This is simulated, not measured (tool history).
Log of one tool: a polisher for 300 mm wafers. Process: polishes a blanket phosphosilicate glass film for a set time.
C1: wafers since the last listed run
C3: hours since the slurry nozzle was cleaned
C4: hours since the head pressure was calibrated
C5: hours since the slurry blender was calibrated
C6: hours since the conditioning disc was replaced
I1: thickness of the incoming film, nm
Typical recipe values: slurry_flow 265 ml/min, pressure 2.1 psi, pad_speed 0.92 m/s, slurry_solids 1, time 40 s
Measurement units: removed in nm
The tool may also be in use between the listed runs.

Run 1, hour 0: usual settings but slurry_flow 195 ml/min, pressure 2.7 psi; C1 0; wafers polished on this pad 940; C3 560.7; C4 307.2; C5 78.5; C6 35; I1 3391.8. Result: removed 283 nm.
Run 2, hour 29.7: usual settings but pressure 1.8 psi; C1 335; wafers polished on this pad 1275; C3 590.4; C4 336.9; C5 108.2; C6 64.7; I1 3360. Result: removed 198.4 nm.
Run 3, hour 64.8: usual settings; C1 396; wafers polished on this pad 1672; C3 625.5; C4 372; C5 143.3; C6 99.8; I1 3397.4. Result: removed 225.6 nm.
Run 4, hour 98.9: usual settings; C1 385; wafers polished on this pad 2057; C3 659.6; C4 406.1; C5 177.4; C6 133.9; I1 3412.5. Result: removed 226.5 nm.
At hour 105.9: slurry nozzle cleaned.
Run 5, hour 125.3: usual settings but slurry_flow 170 ml/min, pressure 1.5 psi, pad_speed 0.7 m/s; C1 287; wafers polished on this pad 2345; C3 19.4; C4 432.5; C5 203.8; C6 160.3; I1 3331.1. Result: removed 127.2 nm.
At hour 176.4: worn pad replaced by a new one.
At hour 213.1: conditioning disc replaced and pad reconditioned.
At hour 219.2: head pressure recalibrated.
At hour 221.7: slurry blender recalibrated.
Run 6, hour 227.9: usual settings but slurry_flow 210 ml/min, slurry_solids 0.75, time 33 s; C1 1046; wafers polished on this pad 514; C3 122; C4 8.7; C5 6.2; C6 14.8; I1 3371.4. Result: removed 143.7 nm.
Run 7, hour 312.7: usual settings; C1 958; wafers polished on this pad 1473; C3 206.8; C4 93.5; C5 91; C6 99.6; I1 3435.7. Result: removed 214.3 nm.
Run 8, hour 331.5: usual settings but pad_speed 1.14 m/s; C1 212; wafers polished on this pad 1685; C3 225.6; C4 112.3; C5 109.8; C6 118.4; I1 3373.7. Result: removed 263.1 nm.
Run 9, hour 356.9: usual settings; C1 287; wafers polished on this pad 1972; C3 251; C4 137.7; C5 135.2; C6 143.8; I1 3357.2. Result: removed 221.8 nm.
Run 10, hour 371.2: usual settings but pad_speed 0.78 m/s; C1 161; wafers polished on this pad 2134; C3 265.3; C4 152; C5 149.5; C6 158.1; I1 3361. Result: removed 196.9 nm.
Run 11, hour 384.1: usual settings but pad_speed 0.74 m/s; C1 145; wafers polished on this pad 2280; C3 278.2; C4 164.9; C5 162.4; C6 171; I1 3396. Result: removed 182.6 nm.
Run 12, hour 413.6: usual settings; C1 333; wafers polished on this pad 2613; C3 307.7; C4 194.4; C5 191.9; C6 200.5; I1 3357.2. Result: removed 220.3 nm.
At hour 433.8: worn pad replaced by a new one.
Run 13, hour 453.6: usual settings but pressure 1.5 psi, time 48 s; C1 406; wafers polished on this pad 224; C3 347.7; C4 234.4; C5 231.9; C6 240.5; I1 3386. Result: removed 197 nm.
Run 14, hour 484.6: usual settings; C1 350; wafers polished on this pad 574; C3 378.7; C4 265.4; C5 262.9; C6 271.5; I1 3351.2. Result: removed 226.1 nm.
At hour 487.7: conditioning disc replaced and pad reconditioned.
Run 15, hour 513.8: usual settings; C1 307; wafers polished on this pad 882; C3 407.9; C4 294.6; C5 292.1; C6 26.1; I1 3351.3. Result: removed 232.9 nm.
At hour 521.3: slurry blender recalibrated.
Run 16, hour 543.5: usual settings; C1 313; wafers polished on this pad 1195; C3 437.6; C4 324.3; C5 22.2; C6 55.8; I1 3378. Result: removed 225.9 nm.
Run 17, hour 572.2: usual settings but pad_speed 1 m/s, time 49 s; C1 324; wafers polished on this pad 1519; C3 466.3; C4 353; C5 50.9; C6 84.5; I1 3394. Result: removed 301.1 nm.
Run 18, hour 602.2: usual settings but slurry_flow 210 ml/min, time 47 s; C1 339; wafers polished on this pad 1858; C3 496.3; C4 383; C5 80.9; C6 114.5; I1 3378.8. Result: removed 260.9 nm.
Run 19, hour 634.9: usual settings but pressure 1.5 psi, time 48 s; C1 369; wafers polished on this pad 2228; C3 529; C4 415.7; C5 113.6; C6 147.2; I1 3399.4. Result: removed 196.7 nm.
Run 20, hour 669.7: usual settings but pad_speed 1.18 m/s; C1 393; wafers polished on this pad 2621; C3 563.8; C4 450.5; C5 148.4; C6 182; I1 3353.5. Result: removed 282 nm.
Run 21, hour 688.5: usual settings but slurry_flow 290 ml/min, pad_speed 1.2 m/s, time 33 s; C1 212; wafers polished on this pad 2834; C3 582.6; C4 469.3; C5 167.2; C6 200.8; I1 3341.8. Result: removed 235 nm.
Run 22, hour 704.2: usual settings but slurry_flow 315 ml/min, pressure 2.7 psi, slurry_solids 1.15; C1 177; wafers polished on this pad 3011; C3 598.3; C4 485; C5 182.9; C6 216.5; I1 3342.3. Result: removed 314.7 nm.
Run 23, hour 730.5: usual settings but slurry_flow 230 ml/min, slurry_solids 0.7; C1 297; wafers polished on this pad 3309; C3 624.6; C4 511.3; C5 209.2; C6 242.8; I1 3370.4. Result: removed 194 nm.
At hour 743: head pressure recalibrated.
At hour 743.1: worn pad replaced by a new one.
Run 24, hour 761.8: usual settings; C1 329; wafers polished on this pad 211; C3 655.9; C4 18.8; C5 240.5; C6 274.1; I1 3420.9. Result: removed 212.7 nm.

What if the next run were any one of these 5? Each begins from the tool's condition after run 24:
Run A, hour 762.2: usual settings but slurry_solids 1.1; C1 4; wafers polished on this pad 215; C3 656.3; C4 19.2; C5 240.9; C6 274.5; I1 3355.6. Result: removed ?.
Run B, hour 762.2: usual settings but pad_speed 0.74 m/s, slurry_solids 0.8; C1 4; wafers polished on this pad 215; C3 656.3; C4 19.2; C5 240.9; C6 274.5; I1 3355.6. Result: removed ?.
Run C, hour 762.2: usual settings but pad_speed 0.64 m/s, slurry_solids 1.15; C1 4; wafers polished on this pad 215; C3 656.3; C4 19.2; C5 240.9; C6 274.5; I1 3355.6. Result: removed ?.
Run D, hour 762.2: usual settings but slurry_solids 0.8; C1 4; wafers polished on this pad 215; C3 656.3; C4 19.2; C5 240.9; C6 274.5; I1 3355.6. Result: removed ?.
Run E, hour 762.2: usual settings but slurry_solids 1.2; C1 4; wafers polished on this pad 215; C3 656.3; C4 19.2; C5 240.9; C6 274.5; I1 3355.6. Result: removed ?.

run  removed
  A    222.1
  B    161.4
  C    169.3
  D    192.2
  E    230.2
What these runs would have given with no unlogged condition in the tool:
run  removed
  A      219
  B    159.2
  C    166.9
  D    189.4
  E      227

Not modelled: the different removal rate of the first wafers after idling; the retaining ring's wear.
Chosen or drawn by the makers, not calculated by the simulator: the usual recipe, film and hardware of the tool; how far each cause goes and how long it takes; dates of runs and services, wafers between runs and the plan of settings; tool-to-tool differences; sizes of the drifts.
